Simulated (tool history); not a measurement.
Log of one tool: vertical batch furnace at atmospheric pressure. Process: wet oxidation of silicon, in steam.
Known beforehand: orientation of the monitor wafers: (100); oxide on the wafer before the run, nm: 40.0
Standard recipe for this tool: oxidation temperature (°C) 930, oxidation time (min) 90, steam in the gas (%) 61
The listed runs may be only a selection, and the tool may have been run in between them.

run,hour,oxidation temperature (°C),oxidation time (min),steam in the gas (%),wafers since the last listed run,hours since the last temperature calibration,hours since the steam generator was serviced,hours since the gauge calibration,"read-back reference wafer on the same gauge, thickness",oxide thickness on the monitor wafer (angstrom)
1,0,930,90,61,0,3096,663.9,1234.7,187.04,2416.6
2,80.1,930,90,61,954,3176.1,744,1314.8,187.01,2403.7
3,176.8,930,90,61,1152,3272.8,840.7,1411.5,187,2409.3
4,281.3,930,117,61,1245,3377.3,945.2,1516,186.97,2914.5
5,350.3,930,70.5,61,822,3446.3,1014.2,1585,186.99,2029.7
6,390.2,945,90,69,475,3486.2,1054.1,1624.9,186.92,2997.2
7,455.7,930,90,61,780,3551.7,1119.6,1690.4,187.01,2424.2
8,494.3,930,90,61,460,3590.3,1158.2,1729,186.99,2421.6
# hour 521.4: gauge calibrated
9,598.2,930,90,61,1238,3694.2,1262.1,76.8,186.96,2423.9
10,676.8,930,90,61,936,3772.8,1340.7,155.4,186.97,2440
# hour 792.8: thermocouples replaced and temperature profile calibrated
11,793.3,930,90,61,1102,0.5,1457.2,271.9,186.98,2323.7
12,818.4,917,111,52,299,25.6,1482.3,297,186.92,2147.6
13,902.8,930,90,61,1006,110,1566.7,381.4,187.14,2322.1
14,982.4,930,90,66,948,189.6,1646.3,461,186.91,2462.2
15,1048.8,930,90,61,791,256,1712.7,527.4,187.05,2320.6
16,1141.9,930,75.5,53,1109,349.1,1805.8,620.5,187,1861.3
# hour 1192: steam generator serviced
17,1215.9,918,90,66,596,423.1,23.9,694.5,186.95,2220.2
18,1278.6,930,49.5,61,747,485.8,86.6,757.2,187.02,1538.7
19,1372,943,90,68,1113,579.2,180,850.6,186.93,2819.2
20,1453.5,930,127,51,971,660.7,261.5,932.1,187.01,2625.6
21,1526,951,122.5,54,864,733.2,334,1004.6,186.92,3178

What will run 22 give?
22,1625.6,951,74.5,61,1187,832.8,433.6,1104.2,?,?

read-back reference wafer on the same gauge, thickness: 187.07
oxide thickness on the monitor wafer (angstrom): 2450.5
The same run, on a tool lacking any hidden state, would have yielded oxide thickness on the monitor wafer (angstrom) 2426.

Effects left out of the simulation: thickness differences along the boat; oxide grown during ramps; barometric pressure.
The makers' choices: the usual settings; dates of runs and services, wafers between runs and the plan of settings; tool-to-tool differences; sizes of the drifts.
